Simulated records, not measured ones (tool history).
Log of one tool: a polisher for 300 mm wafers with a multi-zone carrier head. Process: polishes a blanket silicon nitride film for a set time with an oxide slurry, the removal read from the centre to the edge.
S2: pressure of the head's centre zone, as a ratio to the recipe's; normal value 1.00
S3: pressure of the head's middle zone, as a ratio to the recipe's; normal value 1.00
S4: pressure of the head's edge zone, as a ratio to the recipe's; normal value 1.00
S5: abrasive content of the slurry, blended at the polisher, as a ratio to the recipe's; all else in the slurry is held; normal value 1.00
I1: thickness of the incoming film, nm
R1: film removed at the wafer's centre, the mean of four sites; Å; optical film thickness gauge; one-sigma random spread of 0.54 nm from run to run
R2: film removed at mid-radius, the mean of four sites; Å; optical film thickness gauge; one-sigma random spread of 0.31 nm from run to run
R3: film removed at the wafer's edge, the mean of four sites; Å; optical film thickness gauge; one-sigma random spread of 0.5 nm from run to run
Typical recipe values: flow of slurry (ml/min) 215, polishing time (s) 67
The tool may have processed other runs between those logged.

{"run": 1, "hour": 0.0, "flow of slurry (ml/min)": 215, "S2": 1.0, "S3": 1.0, "S4": 1.0, "S5": 1.0, "polishing time (s)": 67, "I1": 470.3, "R1": 396, "R2": 417, "R3": 404}
{"run": 2, "hour": 29.1, "flow of slurry (ml/min)": 215, "S2": 1.0, "S3": 1.03, "S4": 1.0, "S5": 1.0, "polishing time (s)": 67, "I1": 465.0, "R1": 396, "R2": 429, "R3": 404}
{"run": 3, "hour": 82.1, "flow of slurry (ml/min)": 215, "S2": 1.0, "S3": 1.03, "S4": 1.0, "S5": 1.0, "polishing time (s)": 67, "I1": 476.8, "R1": 398, "R2": 421, "R3": 400}
{"hour": 104.0, "done": "worn pad replaced by a new one"}
{"hour": 106.2, "done": "carrier head's membrane replaced by a new one"}
{"run": 4, "hour": 144.9, "flow of slurry (ml/min)": 215, "S2": 1.0, "S3": 1.03, "S4": 1.0, "S5": 1.0, "polishing time (s)": 67, "I1": 469.3, "R1": 420, "R2": 452, "R3": 421}
{"run": 5, "hour": 185.6, "flow of slurry (ml/min)": 175, "S2": 1.0, "S3": 1.0, "S4": 1.0, "S5": 1.0, "polishing time (s)": 67, "I1": 467.5, "R1": 400, "R2": 415, "R3": 400}
{"run": 6, "hour": 250.6, "flow of slurry (ml/min)": 175, "S2": 1.0, "S3": 1.0, "S4": 1.0, "S5": 1.0, "polishing time (s)": 67, "I1": 464.6, "R1": 393, "R2": 410, "R3": 396}
{"run": 7, "hour": 281.4, "flow of slurry (ml/min)": 215, "S2": 1.0, "S3": 1.0, "S4": 1.0, "S5": 0.8, "polishing time (s)": 67, "I1": 466.1, "R1": 361, "R2": 382, "R3": 367}
{"run": 8, "hour": 326.1, "flow of slurry (ml/min)": 215, "S2": 1.0, "S3": 1.0, "S4": 1.0, "S5": 1.0, "polishing time (s)": 67, "I1": 472.0, "R1": 406, "R2": 425, "R3": 417}
{"hour": 334.9, "done": "slurry nozzle cleaned"}
{"run": 9, "hour": 375.8, "flow of slurry (ml/min)": 215, "S2": 1.0, "S3": 1.07, "S4": 1.0, "S5": 1.0, "polishing time (s)": 67, "I1": 477.7, "R1": 401, "R2": 439, "R3": 401}
{"hour": 403.2, "done": "worn pad replaced by a new one"}
{"run": 10, "hour": 424.1, "flow of slurry (ml/min)": 215, "S2": 1.0, "S3": 0.89, "S4": 1.0, "S5": 0.85, "polishing time (s)": 84, "I1": 472.7, "R1": 500, "R2": 477, "R3": 506}
{"run": 11, "hour": 462.1, "flow of slurry (ml/min)": 215, "S2": 1.0, "S3": 0.95, "S4": 1.0, "S5": 1.0, "polishing time (s)": 67, "I1": 467.2, "R1": 425, "R2": 421, "R3": 428}
{"run": 12, "hour": 519.0, "flow of slurry (ml/min)": 215, "S2": 1.0, "S3": 1.0, "S4": 1.0, "S5": 1.0, "polishing time (s)": 67, "I1": 474.0, "R1": 421, "R2": 430, "R3": 416}
{"run": 13, "hour": 576.7, "flow of slurry (ml/min)": 240, "S2": 1.0, "S3": 1.0, "S4": 1.0, "S5": 0.9, "polishing time (s)": 57, "I1": 477.1, "R1": 331, "R2": 348, "R3": 335}
{"run": 14, "hour": 616.0, "flow of slurry (ml/min)": 215, "S2": 1.0, "S3": 1.0, "S4": 1.05, "S5": 1.0, "polishing time (s)": 67, "I1": 471.0, "R1": 398, "R2": 420, "R3": 414}
{"hour": 631.1, "done": "edge zone pressure recalibrated"}
{"hour": 648.3, "done": "worn pad replaced by a new one"}
{"hour": 653.1, "done": "centre zone pressure recalibrated"}
{"run": 15, "hour": 658.5, "flow of slurry (ml/min)": 215, "S2": 1.0, "S3": 1.0, "S4": 1.0, "S5": 1.0, "polishing time (s)": 67, "I1": 469.6, "R1": 432, "R2": 440, "R3": 430}
{"run": 16, "hour": 722.8, "flow of slurry (ml/min)": 215, "S2": 0.94, "S3": 1.05, "S4": 1.0, "S5": 1.0, "polishing time (s)": 67, "I1": 466.4, "R1": 387, "R2": 447, "R3": 418}
{"run": 17, "hour": 772.7, "flow of slurry (ml/min)": 240, "S2": 1.11, "S3": 1.0, "S4": 1.0, "S5": 1.0, "polishing time (s)": 67, "I1": 473.9, "R1": 457, "R2": 429, "R3": 415}
{"run": 18, "hour": 831.3, "flow of slurry (ml/min)": 155, "S2": 1.0, "S3": 1.0, "S4": 0.89, "S5": 1.0, "polishing time (s)": 67, "I1": 470.3, "R1": 376, "R2": 402, "R3": 373}
{"hour": 842.0, "done": "slurry nozzle cleaned"}
{"run": 19, "hour": 868.3, "flow of slurry (ml/min)": 215, "S2": 1.0, "S3": 1.0, "S4": 1.0, "S5": 1.0, "polishing time (s)": 67, "I1": 473.9, "R1": 405, "R2": 422, "R3": 409}
{"hour": 872.7, "done": "worn pad replaced by a new one"}
{"run": 20, "hour": 952.7, "flow of slurry (ml/min)": 170, "S2": 1.0, "S3": 1.0, "S4": 1.0, "S5": 1.0, "polishing time (s)": 67, "I1": 470.5, "R1": 398, "R2": 416, "R3": 400}
{"run": 21, "hour": 999.4, "flow of slurry (ml/min)": 215, "S2": 1.0, "S3": 0.88, "S4": 1.0, "S5": 1.0, "polishing time (s)": 67, "I1": 470.6, "R1": 411, "R2": 389, "R3": 418}

4 ways to go on from here, each from the tool as it stands after run 21. What would each give?
{"run": "A", "hour": 999.8, "flow of slurry (ml/min)": 215, "S2": 1.0, "S3": 1.0, "S4": 1.0, "S5": 1.2, "polishing time (s)": 67, "I1": 471.0, "R1": "?", "R2": "?", "R3": "?"}
{"run": "B", "hour": 999.8, "flow of slurry (ml/min)": 160, "S2": 1.08, "S3": 1.1, "S4": 1.0, "S5": 1.0, "polishing time (s)": 67, "I1": 471.0, "R1": "?", "R2": "?", "R3": "?"}
{"run": "C", "hour": 999.8, "flow of slurry (ml/min)": 215, "S2": 1.1, "S3": 1.0, "S4": 0.97, "S5": 1.0, "polishing time (s)": 67, "I1": 471.0, "R1": "?", "R2": "?", "R3": "?"}
{"run": "D", "hour": 999.8, "flow of slurry (ml/min)": 215, "S2": 1.0, "S3": 0.92, "S4": 1.0, "S5": 1.2, "polishing time (s)": 67, "I1": 471.0, "R1": "?", "R2": "?", "R3": "?"}

run=A R1=448 R2=467 R3=445
run=B R1=422 R2=437 R3=395
run=C R1=456 R2=430 R3=406
run=D R1=448 R2=440 R3=446
Without the tool's hidden state the same runs would have given:
run=A R1=474 R2=493 R3=470
run=B R1=445 R2=462 R3=417
run=C R1=481 R2=454 R3=429
run=D R1=473 R2=464 R3=471
